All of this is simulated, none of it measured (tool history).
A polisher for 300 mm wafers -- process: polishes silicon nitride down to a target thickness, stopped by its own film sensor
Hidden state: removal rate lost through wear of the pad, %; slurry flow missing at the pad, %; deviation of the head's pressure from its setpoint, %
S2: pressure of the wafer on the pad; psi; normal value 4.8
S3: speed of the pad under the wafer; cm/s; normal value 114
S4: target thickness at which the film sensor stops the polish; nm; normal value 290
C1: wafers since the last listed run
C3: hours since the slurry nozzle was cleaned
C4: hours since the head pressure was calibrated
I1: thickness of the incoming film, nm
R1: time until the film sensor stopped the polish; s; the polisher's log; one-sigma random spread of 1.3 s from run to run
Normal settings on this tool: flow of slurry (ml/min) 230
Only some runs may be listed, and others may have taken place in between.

run 1 hour=0 | flow_of_slurry_(ml/min)=230 S2=4.8 S3=90 S4=290 | C1=0 wafers_polished_on_this_pad=1009 C3=582.5 C4=472.2 | I1=465.6 | R1=92.7
-- hour=10.4 worn pad replaced by a new one
run 2 hour=15.1 | flow_of_slurry_(ml/min)=230 S2=4.8 S3=90 S4=290 | C1=75 wafers_polished_on_this_pad=31 C3=597.6 C4=487.3 | I1=461.1 | R1=87.7
run 3 hour=30.3 | flow_of_slurry_(ml/min)=230 S2=4.8 S3=128 S4=290 | C1=103 wafers_polished_on_this_pad=135 C3=612.8 C4=502.5 | I1=460.2 | R1=73.9
run 4 hour=44.5 | flow_of_slurry_(ml/min)=230 S2=4.8 S3=128 S4=290 | C1=96 wafers_polished_on_this_pad=232 C3=627 C4=516.7 | I1=468.3 | R1=79
run 5 hour=57.3 | flow_of_slurry_(ml/min)=230 S2=4.8 S3=128 S4=290 | C1=87 wafers_polished_on_this_pad=319 C3=639.8 C4=529.5 | I1=464.3 | R1=78.3
run 6 hour=66.3 | flow_of_slurry_(ml/min)=230 S2=4.8 S3=114 S4=290 | C1=61 wafers_polished_on_this_pad=380 C3=648.8 C4=538.5 | I1=460.6 | R1=80.9
run 7 hour=80.1 | flow_of_slurry_(ml/min)=230 S2=4.8 S3=114 S4=290 | C1=94 wafers_polished_on_this_pad=474 C3=662.6 C4=552.3 | I1=459.8 | R1=80.6
run 8 hour=89.8 | flow_of_slurry_(ml/min)=230 S2=4.8 S3=114 S4=290 | C1=66 wafers_polished_on_this_pad=540 C3=672.3 C4=562 | I1=467 | R1=82.6
run 9 hour=105.7 | flow_of_slurry_(ml/min)=230 S2=4.8 S3=114 S4=290 | C1=108 wafers_polished_on_this_pad=649 C3=688.2 C4=577.9 | I1=462.3 | R1=78.8
run 10 hour=112.4 | flow_of_slurry_(ml/min)=230 S2=4.8 S3=114 S4=290 | C1=45 wafers_polished_on_this_pad=694 C3=694.9 C4=584.6 | I1=463.7 | R1=81.9
run 11 hour=122.4 | flow_of_slurry_(ml/min)=230 S2=4.8 S3=114 S4=290 | C1=68 wafers_polished_on_this_pad=762 C3=704.9 C4=594.6 | I1=462.6 | R1=83.4
run 12 hour=132.5 | flow_of_slurry_(ml/min)=285 S2=4.8 S3=114 S4=290 | C1=68 wafers_polished_on_this_pad=831 C3=715 C4=604.7 | I1=464.2 | R1=80.1
run 13 hour=149.9 | flow_of_slurry_(ml/min)=285 S2=4.8 S3=114 S4=290 | C1=118 wafers_polished_on_this_pad=950 C3=732.4 C4=622.1 | I1=462.7 | R1=79.1
run 14 hour=161.5 | flow_of_slurry_(ml/min)=270 S2=3.8 S3=114 S4=290 | C1=79 wafers_polished_on_this_pad=1029 C3=744 C4=633.7 | I1=468.8 | R1=103.3
-- hour=168 worn pad replaced by a new one
run 15 hour=179.1 | flow_of_slurry_(ml/min)=150 S2=4.3 S3=130 S4=253 | C1=92 wafers_polished_on_this_pad=75 C3=761.6 C4=651.3 | I1=464 | R1=105.6
run 16 hour=188.4 | flow_of_slurry_(ml/min)=270 S2=4.8 S3=114 S4=290 | C1=63 wafers_polished_on_this_pad=138 C3=770.9 C4=660.6 | I1=451.2 | R1=73.8
run 17 hour=204.2 | flow_of_slurry_(ml/min)=230 S2=4.3 S3=114 S4=313 | C1=107 wafers_polished_on_this_pad=246 C3=786.7 C4=676.4 | I1=451.9 | R1=72
run 18 hour=215.6 | flow_of_slurry_(ml/min)=230 S2=4.8 S3=144 S4=290 | C1=77 wafers_polished_on_this_pad=324 C3=798.1 C4=687.8 | I1=454.2 | R1=69.1
run 19 hour=226.6 | flow_of_slurry_(ml/min)=230 S2=4.8 S3=114 S4=290 | C1=74 wafers_polished_on_this_pad=399 C3=809.1 C4=698.8 | I1=453.4 | R1=76.3
run 20 hour=242.6 | flow_of_slurry_(ml/min)=160 S2=6.1 S3=126 S4=338 | C1=109 wafers_polished_on_this_pad=508 C3=825.1 C4=714.8 | I1=466.4 | R1=47.8
-- hour=250.2 slurry nozzle cleaned
-- hour=261.8 head pressure recalibrated
run 21 hour=262.3 | flow_of_slurry_(ml/min)=230 S2=4.8 S3=128 S4=290 | C1=113 wafers_polished_on_this_pad=621 C3=12.1 C4=0.5 | I1=469.9 | R1=77.2
run 22 hour=267.4 | flow_of_slurry_(ml/min)=280 S2=6.2 S3=114 S4=335 | C1=34 wafers_polished_on_this_pad=656 C3=17.2 C4=5.6 | I1=457.4 | R1=43.6
run 23 hour=279.4 | flow_of_slurry_(ml/min)=230 S2=3.2 S3=114 S4=290 | C1=81 wafers_polished_on_this_pad=738 C3=29.2 C4=17.6 | I1=459.2 | R1=119.6
run 24 hour=286.8 | flow_of_slurry_(ml/min)=175 S2=4.8 S3=82 S4=290 | C1=50 wafers_polished_on_this_pad=788 C3=36.6 C4=25 | I1=454.4 | R1=94.5
run 25 hour=303.6 | flow_of_slurry_(ml/min)=230 S2=4.8 S3=114 S4=290 | C1=114 wafers_polished_on_this_pad=903 C3=53.4 C4=41.8 | I1=458.2 | R1=77.4
-- hour=318.5 worn pad replaced by a new one
run 26 hour=319 | flow_of_slurry_(ml/min)=230 S2=4.8 S3=114 S4=341 | C1=77 wafers_polished_on_this_pad=3 C3=68.8 C4=57.2 | I1=456.7 | R1=53
run 27 hour=332.7 | flow_of_slurry_(ml/min)=295 S2=4.8 S3=114 S4=258 | C1=93 wafers_polished_on_this_pad=96 C3=82.5 C4=70.9 | I1=466.7 | R1=96.2

Forecast each of these 3 alternatives for the next run:
run A hour=333.1 | flow_of_slurry_(ml/min)=230 S2=4.8 S3=114 S4=323 | C1=2 wafers_polished_on_this_pad=99 C3=82.9 C4=71.3 | I1=461 | R1=?
run B hour=333.1 | flow_of_slurry_(ml/min)=230 S2=5.3 S3=134 S4=290 | C1=2 wafers_polished_on_this_pad=99 C3=82.9 C4=71.3 | I1=461 | R1=?
run C hour=333.1 | flow_of_slurry_(ml/min)=160 S2=4.8 S3=140 S4=290 | C1=2 wafers_polished_on_this_pad=99 C3=82.9 C4=71.3 | I1=461 | R1=?

run=A R1=65.9
run=B R1=67.4
run=C R1=75.7
With no hidden state in the tool, these same runs would have given:
run=A R1=65.9
run=B R1=67.4
run=C R1=75.7
